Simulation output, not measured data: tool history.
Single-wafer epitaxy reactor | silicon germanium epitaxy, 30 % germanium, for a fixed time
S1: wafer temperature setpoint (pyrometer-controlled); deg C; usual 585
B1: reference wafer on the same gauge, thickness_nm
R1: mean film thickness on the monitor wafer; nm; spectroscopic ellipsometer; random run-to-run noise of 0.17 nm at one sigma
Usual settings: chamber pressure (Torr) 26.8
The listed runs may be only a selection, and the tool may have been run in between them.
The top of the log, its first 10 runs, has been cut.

run 11 hour=273.3 | S1=580 chamber_pressure_(Torr)=24.9 | B1=53.048 | R1=40.698
run 12 hour=307.4 | S1=585 chamber_pressure_(Torr)=26.8 | B1=53.103 | R1=46.119
run 13 hour=333.2 | S1=574 chamber_pressure_(Torr)=20.5 | B1=53.109 | R1=32.587
run 14 hour=362.8 | S1=593 chamber_pressure_(Torr)=32.9 | B1=53.130 | R1=58.573
run 15 hour=389.6 | S1=595 chamber_pressure_(Torr)=22.4 | B1=53.119 | R1=48.763
-- hour=417.4 gauge calibrated
run 16 hour=424.4 | S1=594 chamber_pressure_(Torr)=26.8 | B1=53.113 | R1=53.227
run 17 hour=443.0 | S1=585 chamber_pressure_(Torr)=28.8 | B1=53.090 | R1=47.766
run 18 hour=461.5 | S1=596 chamber_pressure_(Torr)=23.4 | B1=53.098 | R1=51.058
-- hour=476.7 showerhead replaced
-- hour=485.5 capacitance manometer re-zeroed and calibrated
run 19 hour=490.2 | S1=591 chamber_pressure_(Torr)=26.8 | B1=53.072 | R1=53.067
run 20 hour=505.2 | S1=578 chamber_pressure_(Torr)=22.2 | B1=53.144 | R1=38.059
run 21 hour=532.3 | S1=585 chamber_pressure_(Torr)=26.8 | B1=53.090 | R1=47.988
run 22 hour=546.1 | S1=594 chamber_pressure_(Torr)=24.8 | B1=53.091 | R1=53.001
run 23 hour=566.4 | S1=585 chamber_pressure_(Torr)=26.8 | B1=53.122 | R1=47.875

Run 24, settings as shown, results not yet in. Your forecast:
run 24 hour=588.9 | S1=591 chamber_pressure_(Torr)=33.1 | B1=? | R1=?

{"run 24": {"B1": 53.126, "R1": 59.214}}
Had the tool carried no hidden state, the very same run would have given R1 59.334 nm.

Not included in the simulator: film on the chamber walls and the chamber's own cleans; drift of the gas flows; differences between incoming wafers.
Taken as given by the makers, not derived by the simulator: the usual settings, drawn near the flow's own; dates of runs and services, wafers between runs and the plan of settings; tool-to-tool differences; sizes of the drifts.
